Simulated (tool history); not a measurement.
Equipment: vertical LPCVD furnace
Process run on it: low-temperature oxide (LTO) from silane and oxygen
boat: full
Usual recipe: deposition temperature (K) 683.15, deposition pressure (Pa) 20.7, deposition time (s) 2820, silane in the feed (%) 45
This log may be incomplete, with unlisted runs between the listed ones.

run   hour  deposition temperature (K)  deposition pressure (Pa)  deposition time (s)  silane in the feed (%)  wafers since the last listed run  hours since the last temperature calibration  hours since the pressure gauge was zeroed  hours since the silane flow controller was replaced  hours since the gauge calibration  read-back reference wafer on the same gauge, thickness  film thickness on the monitor wafer in the middle of the boat (angstrom)
  1    0.0                      683.15                      20.7                 2820                      45                                 0                                        3490.2                                     2819.8                                               3073.6                              201.3                                                  343.92                                                                    3747.1
  2   16.0                      683.15                      20.7                 2820                      45                               170                                        3506.2                                     2835.8                                               3089.6                              217.3                                                  343.94                                                                    3774.1
  3   32.5                      683.15                      20.7                 2820                      45                               175                                        3522.7                                     2852.3                                               3106.1                              233.8                                                  344.02                                                                    3754.9
  4   49.7                      683.15                      20.7                 2820                      45                               182                                        3539.9                                     2869.5                                               3123.3                              251.0                                                  343.89                                                                    3759.6
  5   58.8                      683.15                      20.7                 2820                      38                                96                                        3549.0                                     2878.6                                               3132.4                              260.1                                                  343.95                                                                    3109.6
  6   74.2                      683.15                      20.7                 2820                      38                               163                                        3564.4                                     2894.0                                               3147.8                              275.5                                                  344.00                                                                    3119.8
  7   82.8                      683.15                      20.7                 2820                      38                                91                                        3573.0                                     2902.6                                               3156.4                              284.1                                                  344.00                                                                    3116.3
  8   97.5                      683.15                      20.7                 2820                      45                               156                                        3587.7                                     2917.3                                               3171.1                              298.8                                                  344.05                                                                    3753.7
     131.1  -- gauge calibrated
     132.4  -- thermocouples replaced and temperature profile calibrated
  9  132.9                      683.15                      20.7                 2820                      45                               121                                           0.5                                     2952.7                                               3206.5                                1.8                                                  344.06                                                                    3751.5
 10  138.5                      683.15                      20.7                 2820                      45                                59                                           6.1                                     2958.3                                               3212.1                                7.4                                                  344.04                                                                    3753.6
     167.4  -- pressure gauge zeroed
 11  167.9                      683.15                      20.7                 2820                      45                                57                                          35.5                                        0.5                                               3241.5                               36.8                                                  344.17                                                                    3662.6
 12  173.5                      690.15                      20.7                 1950                      37                                59                                          41.1                                        6.1                                               3247.1                               42.4                                                  344.15                                                                    2185.3
 13  181.9                      692.15                      20.7                 2820                      45                                89                                          49.5                                       14.5                                               3255.5                               50.8                                                  343.90                                                                    3996.7
 14  195.3                      678.15                      24.0                 2820                      45                               142                                          62.9                                       27.9                                               3268.9                               64.2                                                  343.82                                                                    4074.5
     225.4  -- pressure gauge zeroed, repeated, since the last time left the tool worse
 15  225.9                      683.15                      20.7                 3210                      45                                70                                          93.5                                        0.5                                               3299.5                               94.8                                                  343.97                                                                    4463.4
     252.1  -- silane flow controller replaced
 16  252.6                      689.15                      24.0                 3960                      50                                28                                         120.2                                       27.2                                                  0.5                              121.5                                                  344.06                                                                    7420.1
 17  258.2                      683.15                      20.7                 2820                      50                                59                                         125.8                                       32.8                                                  6.1                              127.1                                                  343.97                                                                    4296.4
 18  269.7                      683.15                      20.7                 2820                      45                               122                                         137.3                                       44.3                                                 17.6                              138.6                                                  343.90                                                                    3918.1
 19  288.5                      683.15                      20.7                 2820                      45                               199                                         156.1                                       63.1                                                 36.4                              157.4                                                  343.92                                                                    3911.2
 20  303.7                      683.15                      23.3                 2820                      50                               161                                         171.3                                       78.3                                                 51.6                              172.6                                                  343.97                                                                    4851.5
 21  326.7                      683.15                      20.7                 1980                      45                               244                                         194.3                                      101.3                                                 74.6                              195.6                                                  343.95                                                                    2742.6

Forecast each of these 4 alternatives for the next run:
  A  332.4                      683.15                      20.7                 2820                      45                                60                                         200.0                                      107.0                                                 80.3                              201.3                                                       ?                                                                         ?
  B  332.4                      694.15                      20.7                 2820                      50                                60                                         200.0                                      107.0                                                 80.3                              201.3                                                       ?                                                                         ?
  C  332.4                      673.15                      16.7                 3330                      47                                60                                         200.0                                      107.0                                                 80.3                              201.3                                                       ?                                                                         ?
  D  332.4                      683.15                      20.7                 2010                      42                                60                                         200.0                                      107.0                                                 80.3                              201.3                                                       ?                                                                         ?

run  read-back reference wafer on the same gauge, thickness  film thickness on the monitor wafer in the middle of the boat (angstrom)
  A                                                  344.05                                                                    3918.2
  B                                                  344.05                                                                    4780.9
  C                                                  344.05                                                                    3509.9
  D                                                  344.05                                                                    2599.4
What these runs would have given with no unlogged condition in the tool:
run  film thickness on the monitor wafer in the middle of the boat (angstrom)
  A                                                                    3919.4
  B                                                                    4782.5
  C                                                                    3511.3
  D                                                                    2600.3

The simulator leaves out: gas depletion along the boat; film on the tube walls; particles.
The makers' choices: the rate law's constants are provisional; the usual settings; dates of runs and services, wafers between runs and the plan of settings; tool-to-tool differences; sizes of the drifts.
